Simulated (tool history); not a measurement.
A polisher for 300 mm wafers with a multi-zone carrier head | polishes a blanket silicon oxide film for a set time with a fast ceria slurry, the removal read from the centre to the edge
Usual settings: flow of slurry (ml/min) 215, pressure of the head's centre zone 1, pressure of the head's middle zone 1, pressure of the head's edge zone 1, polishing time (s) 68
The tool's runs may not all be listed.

| run | hour | flow of slurry (ml/min) | pressure of the head's centre zone | pressure of the head's middle zone | pressure of the head's edge zone | polishing time (s) | wafers since the last listed run | wafers polished on this pad | hours since the slurry nozzle was cleaned | hours since the centre zone pressure was calibrated | hours since the edge zone pressure was calibrated | hours since the carrier head's membrane was replaced | incoming thickness of the incoming film, nm | film removed at the wafer's centre (Å) | film removed at mid-radius (Å) | film removed at the wafer's edge (Å) |
|---|---|---|---|---|---|---|---|---|---|---|---|---|---|---|---|---|
| 1 | 0 | 215 | 1 | 1 | 1 | 68 | 0 | 184 | 144.3 | 928.5 | 720.2 | 529.6 | 3966.4 | 15187 | 15198 | 14236 |
| 2 | 7 | 215 | 1 | 1 | 1 | 68 | 57 | 241 | 151.3 | 935.5 | 727.2 | 536.6 | 3906.7 | 15082 | 15213 | 14500 |
| 3 | 18.9 | 215 | 1.06 | 1 | 1 | 68 | 98 | 340 | 163.2 | 947.4 | 739.1 | 548.5 | 3986.2 | 15820 | 15311 | 14312 |
| 4 | 27.6 | 215 | 1 | 1 | 1 | 68 | 71 | 412 | 171.9 | 956.1 | 747.8 | 557.2 | 3991.9 | 15077 | 15327 | 14408 |
| 5 | 39.6 | 145 | 1 | 1 | 1.04 | 51 | 99 | 511 | 183.9 | 968.1 | 759.8 | 569.2 | 3969 | 10418 | 10729 | 10718 |
| 6 | 57.1 | 215 | 1.1 | 1 | 1 | 68 | 144 | 655 | 201.4 | 985.6 | 777.3 | 586.7 | 3963.6 | 16616 | 15259 | 14423 |
|  | 60.8 | edge zone pressure recalibrated |
|  | 94.9 | worn pad replaced by a new one |
| 7 | 106.1 | 155 | 1 | 1.05 | 1 | 68 | 355 | 92 | 250.4 | 1034.6 | 45.3 | 635.7 | 3921.4 | 14298 | 15173 | 13736 |
| 8 | 113.1 | 270 | 1.05 | 1.11 | 1 | 68 | 57 | 150 | 257.4 | 1041.6 | 52.3 | 642.7 | 3994.5 | 16351 | 17337 | 15038 |
|  | 115.7 | centre zone pressure recalibrated |
| 9 | 130.7 | 215 | 1 | 1 | 0.92 | 68 | 128 | 279 | 275 | 15 | 69.9 | 660.3 | 3967.8 | 15247 | 15355 | 14276 |
| 10 | 146.6 | 185 | 1.06 | 1.06 | 1.04 | 68 | 131 | 410 | 290.9 | 30.9 | 85.8 | 676.2 | 4014.4 | 15462 | 15325 | 14203 |
|  | 157.6 | carrier head's membrane replaced by a new one |
|  | 159 | slurry nozzle cleaned |
| 11 | 159.5 | 255 | 1 | 0.96 | 1.07 | 56 | 57 | 467 | 0.5 | 43.8 | 98.7 | 1.9 | 3986.9 | 12705 | 12353 | 12364 |
| 12 | 165.6 | 245 | 1 | 1 | 0.88 | 68 | 50 | 518 | 6.6 | 49.9 | 104.8 | 8 | 3988.3 | 15148 | 15458 | 13857 |
| 13 | 175.4 | 260 | 1 | 1 | 1.09 | 58 | 80 | 599 | 16.4 | 59.7 | 114.6 | 17.8 | 3960.8 | 13168 | 13418 | 13040 |
| 14 | 181.9 | 215 | 1.04 | 1 | 1 | 68 | 53 | 652 | 22.9 | 66.2 | 121.1 | 24.3 | 3957.5 | 15538 | 15100 | 14290 |
| 15 | 190 | 195 | 1 | 1 | 1 | 68 | 66 | 719 | 31 | 74.3 | 129.2 | 32.4 | 3994.5 | 14728 | 14907 | 14182 |
| 16 | 197.3 | 215 | 1 | 1 | 1 | 68 | 60 | 780 | 38.3 | 81.6 | 136.5 | 39.7 | 3924.5 | 14746 | 15135 | 14243 |
| 17 | 204.5 | 215 | 0.96 | 1 | 1 | 68 | 59 | 839 | 45.5 | 88.8 | 143.7 | 46.9 | 3972.1 | 14397 | 15417 | 14466 |
|  | 217.1 | worn pad replaced by a new one |
| 18 | 217.6 | 185 | 1.06 | 1.06 | 1 | 68 | 75 | 4 | 58.6 | 101.9 | 156.8 | 60 | 3984.4 | 15525 | 15412 | 14066 |
| 19 | 229 | 255 | 1 | 1.04 | 0.89 | 68 | 94 | 98 | 70 | 113.3 | 168.2 | 71.4 | 3936.3 | 15318 | 16033 | 13825 |
| 20 | 237.9 | 190 | 1 | 1.1 | 1 | 46 | 73 | 172 | 78.9 | 122.2 | 177.1 | 80.3 | 4031.3 | 9921 | 11085 | 9726 |
| 21 | 244.4 | 215 | 1 | 1 | 1 | 68 | 53 | 225 | 85.4 | 128.7 | 183.6 | 86.8 | 4003.7 | 14992 | 15150 | 14301 |
| 22 | 257.6 | 285 | 1 | 0.94 | 0.97 | 88 | 109 | 334 | 98.6 | 141.9 | 196.8 | 100 | 4014.2 | 20252 | 19498 | 18859 |

4 options for the next run, each taken on its own from the tool as it stands now. Forecast them:
| A | 258 | 215 | 1 | 1 | 1 | 57 | 3 | 338 | 99 | 142.3 | 197.2 | 100.4 | 3914.8 | ? | ? | ? |
| B | 258 | 215 | 1.08 | 1.11 | 1 | 44 | 3 | 338 | 99 | 142.3 | 197.2 | 100.4 | 3914.8 | ? | ? | ? |
| C | 258 | 215 | 1 | 1 | 0.94 | 68 | 3 | 338 | 99 | 142.3 | 197.2 | 100.4 | 3914.8 | ? | ? | ? |
| D | 258 | 215 | 1.1 | 1.06 | 0.89 | 68 | 3 | 338 | 99 | 142.3 | 197.2 | 100.4 | 3914.8 | ? | ? | ? |

| run | film removed at the wafer's centre (Å) | film removed at mid-radius (Å) | film removed at the wafer's edge (Å) |
|---|---|---|---|
| A | 12530 | 12696 | 12076 |
| B | 10460 | 10706 | 9308 |
| C | 14948 | 15148 | 13989 |
| D | 16462 | 15908 | 13629 |
Without the tool's unlogged condition, the same runs would have read:
| run | film removed at the wafer's centre (Å) | film removed at mid-radius (Å) | film removed at the wafer's edge (Å) |
|---|---|---|---|
| A | 12530 | 12696 | 12076 |
| B | 10460 | 10706 | 9308 |
| C | 14948 | 15148 | 13989 |
| D | 16462 | 15908 | 13629 |

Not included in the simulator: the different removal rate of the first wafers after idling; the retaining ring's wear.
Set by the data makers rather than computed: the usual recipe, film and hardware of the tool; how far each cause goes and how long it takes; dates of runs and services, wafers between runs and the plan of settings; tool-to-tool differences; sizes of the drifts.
